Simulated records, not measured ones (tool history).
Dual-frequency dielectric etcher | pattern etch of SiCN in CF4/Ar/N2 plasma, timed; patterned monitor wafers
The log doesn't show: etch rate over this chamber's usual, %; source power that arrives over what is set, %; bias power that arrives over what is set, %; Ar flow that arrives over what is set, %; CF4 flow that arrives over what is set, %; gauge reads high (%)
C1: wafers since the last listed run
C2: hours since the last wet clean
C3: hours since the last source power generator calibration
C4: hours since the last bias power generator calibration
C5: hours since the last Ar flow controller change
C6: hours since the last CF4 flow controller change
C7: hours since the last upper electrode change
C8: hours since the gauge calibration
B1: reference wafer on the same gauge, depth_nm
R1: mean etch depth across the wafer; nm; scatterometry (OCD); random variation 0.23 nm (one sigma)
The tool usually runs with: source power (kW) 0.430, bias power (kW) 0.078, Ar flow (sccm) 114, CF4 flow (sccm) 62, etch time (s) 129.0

run 1 hour=0.0 | source_power_(kW)=0.430 bias_power_(kW)=0.078 Ar_flow_(sccm)=114 CF4_flow_(sccm)=58 etch_time_(s)=129.0 | C1=0 C2=338.5 C3=3589.7 C4=3416.6 C5=4653.3 C6=1517.0 C7=4409.9 C8=1277.5 | B1=119.0 | R1=102.8
run 2 hour=37.6 | source_power_(kW)=0.430 bias_power_(kW)=0.078 Ar_flow_(sccm)=114 CF4_flow_(sccm)=62 etch_time_(s)=129.0 | C1=393 C2=376.1 C3=3627.3 C4=3454.2 C5=4690.9 C6=1554.6 C7=4447.5 C8=1315.1 | B1=119.0 | R1=104.8
-- hour=57.1 source power generator calibrated
-- hour=80.0 wet clean of the chamber
run 3 hour=105.9 | source_power_(kW)=0.430 bias_power_(kW)=0.060 Ar_flow_(sccm)=114 CF4_flow_(sccm)=62 etch_time_(s)=129.0 | C1=433 C2=25.9 C3=48.8 C4=3522.5 C5=4759.2 C6=1622.9 C7=4515.8 C8=1383.4 | B1=119.0 | R1=94.6
run 4 hour=162.5 | source_power_(kW)=0.510 bias_power_(kW)=0.078 Ar_flow_(sccm)=132 CF4_flow_(sccm)=62 etch_time_(s)=166.0 | C1=592 C2=82.5 C3=105.4 C4=3579.1 C5=4815.8 C6=1679.5 C7=4572.4 C8=1440.0 | B1=119.1 | R1=157.5
-- hour=210.1 CF4 flow controller replaced
run 5 hour=224.0 | source_power_(kW)=0.430 bias_power_(kW)=0.078 Ar_flow_(sccm)=114 CF4_flow_(sccm)=62 etch_time_(s)=129.0 | C1=581 C2=144.0 C3=166.9 C4=3640.6 C5=4877.3 C6=13.9 C7=4633.9 C8=1501.5 | B1=119.0 | R1=102.8
run 6 hour=284.6 | source_power_(kW)=0.430 bias_power_(kW)=0.086 Ar_flow_(sccm)=114 CF4_flow_(sccm)=62 etch_time_(s)=101.5 | C1=634 C2=204.6 C3=227.5 C4=3701.2 C5=4937.9 C6=74.5 C7=4694.5 C8=1562.1 | B1=119.0 | R1=84.6
-- hour=310.6 bias power generator calibrated
run 7 hour=320.9 | source_power_(kW)=0.430 bias_power_(kW)=0.078 Ar_flow_(sccm)=98 CF4_flow_(sccm)=62 etch_time_(s)=129.0 | C1=338 C2=240.9 C3=263.8 C4=10.3 C5=4974.2 C6=110.8 C7=4730.8 C8=1598.4 | B1=119.0 | R1=105.7
run 8 hour=347.9 | source_power_(kW)=0.350 bias_power_(kW)=0.065 Ar_flow_(sccm)=114 CF4_flow_(sccm)=62 etch_time_(s)=93.0 | C1=282 C2=267.9 C3=290.8 C4=37.3 C5=5001.2 C6=137.8 C7=4757.8 C8=1625.4 | B1=119.0 | R1=55.5
-- hour=352.0 gauge calibrated
run 9 hour=406.6 | source_power_(kW)=0.390 bias_power_(kW)=0.068 Ar_flow_(sccm)=114 CF4_flow_(sccm)=56 etch_time_(s)=141.5 | C1=614 C2=326.6 C3=349.5 C4=96.0 C5=5059.9 C6=196.5 C7=4816.5 C8=54.6 | B1=119.1 | R1=94.2
run 10 hour=440.6 | source_power_(kW)=0.430 bias_power_(kW)=0.061 Ar_flow_(sccm)=114 CF4_flow_(sccm)=52 etch_time_(s)=115.5 | C1=355 C2=360.6 C3=383.5 C4=130.0 C5=5093.9 C6=230.5 C7=4850.5 C8=88.6 | B1=119.0 | R1=80.2
-- hour=499.0 Ar flow controller replaced
-- hour=519.7 upper electrode replaced
-- hour=523.7 wet clean of the chamber
run 11 hour=524.2 | source_power_(kW)=0.510 bias_power_(kW)=0.090 Ar_flow_(sccm)=114 CF4_flow_(sccm)=62 etch_time_(s)=129.0 | C1=553 C2=0.5 C3=467.1 C4=213.6 C5=25.2 C6=314.1 C7=4.5 C8=172.2 | B1=119.0 | R1=130.8
run 12 hour=542.5 | source_power_(kW)=0.430 bias_power_(kW)=0.078 Ar_flow_(sccm)=114 CF4_flow_(sccm)=62 etch_time_(s)=129.0 | C1=191 C2=18.8 C3=485.4 C4=231.9 C5=43.5 C6=332.4 C7=22.8 C8=190.5 | B1=119.0 | R1=104.3
run 13 hour=575.4 | source_power_(kW)=0.490 bias_power_(kW)=0.097 Ar_flow_(sccm)=114 CF4_flow_(sccm)=62 etch_time_(s)=129.0 | C1=344 C2=51.7 C3=518.3 C4=264.8 C5=76.4 C6=365.3 C7=55.7 C8=223.4 | B1=119.0 | R1=130.1
run 14 hour=630.5 | source_power_(kW)=0.340 bias_power_(kW)=0.078 Ar_flow_(sccm)=141 CF4_flow_(sccm)=58 etch_time_(s)=129.0 | C1=576 C2=106.8 C3=573.4 C4=319.9 C5=131.5 C6=420.4 C7=110.8 C8=278.5 | B1=119.0 | R1=77.4
run 15 hour=665.0 | source_power_(kW)=0.430 bias_power_(kW)=0.078 Ar_flow_(sccm)=114 CF4_flow_(sccm)=62 etch_time_(s)=129.0 | C1=361 C2=141.3 C3=607.9 C4=354.4 C5=166.0 C6=454.9 C7=145.3 C8=313.0 | B1=119.0 | R1=104.1
run 16 hour=716.0 | source_power_(kW)=0.390 bias_power_(kW)=0.065 Ar_flow_(sccm)=114 CF4_flow_(sccm)=62 etch_time_(s)=129.0 | C1=533 C2=192.3 C3=658.9 C4=405.4 C5=217.0 C6=505.9 C7=196.3 C8=364.0 | B1=119.0 | R1=87.4
run 17 hour=754.8 | source_power_(kW)=0.430 bias_power_(kW)=0.078 Ar_flow_(sccm)=114 CF4_flow_(sccm)=62 etch_time_(s)=106.0 | C1=406 C2=231.1 C3=697.7 C4=444.2 C5=255.8 C6=544.7 C7=235.1 C8=402.8 | B1=119.0 | R1=85.4
run 18 hour=812.9 | source_power_(kW)=0.430 bias_power_(kW)=0.078 Ar_flow_(sccm)=114 CF4_flow_(sccm)=66 etch_time_(s)=97.5 | C1=608 C2=289.2 C3=755.8 C4=502.3 C5=313.9 C6=602.8 C7=293.2 C8=460.9 | B1=119.0 | R1=80.3
run 19 hour=871.3 | source_power_(kW)=0.430 bias_power_(kW)=0.078 Ar_flow_(sccm)=114 CF4_flow_(sccm)=62 etch_time_(s)=103.0 | C1=611 C2=347.6 C3=814.2 C4=560.7 C5=372.3 C6=661.2 C7=351.6 C8=519.3 | B1=119.0 | R1=83.2
-- hour=918.7 wet clean of the chamber
run 20 hour=932.4 | source_power_(kW)=0.400 bias_power_(kW)=0.078 Ar_flow_(sccm)=135 CF4_flow_(sccm)=62 etch_time_(s)=129.0 | C1=388 C2=13.7 C3=875.3 C4=621.8 C5=433.4 C6=722.3 C7=412.7 C8=580.4 | B1=119.0 | R1=94.4
run 21 hour=962.1 | source_power_(kW)=0.430 bias_power_(kW)=0.078 Ar_flow_(sccm)=114 CF4_flow_(sccm)=72 etch_time_(s)=129.0 | C1=310 C2=43.4 C3=905.0 C4=651.5 C5=463.1 C6=752.0 C7=442.4 C8=610.1 | B1=119.0 | R1=107.8

Consider 4 possible next runs. They are alternatives, not a sequence: every one starts from the tool as it was left by run 21. What does each give?
run A hour=962.6 | source_power_(kW)=0.430 bias_power_(kW)=0.078 Ar_flow_(sccm)=114 CF4_flow_(sccm)=62 etch_time_(s)=129.0 | C1=5 C2=43.9 C3=905.5 C4=652.0 C5=463.6 C6=752.5 C7=442.9 C8=610.6 | B1=? | R1=?
run B hour=962.6 | source_power_(kW)=0.430 bias_power_(kW)=0.078 Ar_flow_(sccm)=135 CF4_flow_(sccm)=62 etch_time_(s)=129.0 | C1=5 C2=43.9 C3=905.5 C4=652.0 C5=463.6 C6=752.5 C7=442.9 C8=610.6 | B1=? | R1=?
run C hour=962.6 | source_power_(kW)=0.430 bias_power_(kW)=0.071 Ar_flow_(sccm)=121 CF4_flow_(sccm)=74 etch_time_(s)=167.0 | C1=5 C2=43.9 C3=905.5 C4=652.0 C5=463.6 C6=752.5 C7=442.9 C8=610.6 | B1=? | R1=?
run D hour=962.6 | source_power_(kW)=0.430 bias_power_(kW)=0.061 Ar_flow_(sccm)=114 CF4_flow_(sccm)=62 etch_time_(s)=151.0 | C1=5 C2=43.9 C3=905.5 C4=652.0 C5=463.6 C6=752.5 C7=442.9 C8=610.6 | B1=? | R1=?

run=A B1=119.0 R1=104.0
run=B B1=119.0 R1=101.4
run=C B1=119.0 R1=134.0
run=D B1=119.0 R1=110.7
The same runs, with their run-to-run variation unchanged, on a tool lacking any hidden condition would have given:
run=A R1=102.9
run=B R1=100.2
run=C R1=132.5
run=D R1=109.4

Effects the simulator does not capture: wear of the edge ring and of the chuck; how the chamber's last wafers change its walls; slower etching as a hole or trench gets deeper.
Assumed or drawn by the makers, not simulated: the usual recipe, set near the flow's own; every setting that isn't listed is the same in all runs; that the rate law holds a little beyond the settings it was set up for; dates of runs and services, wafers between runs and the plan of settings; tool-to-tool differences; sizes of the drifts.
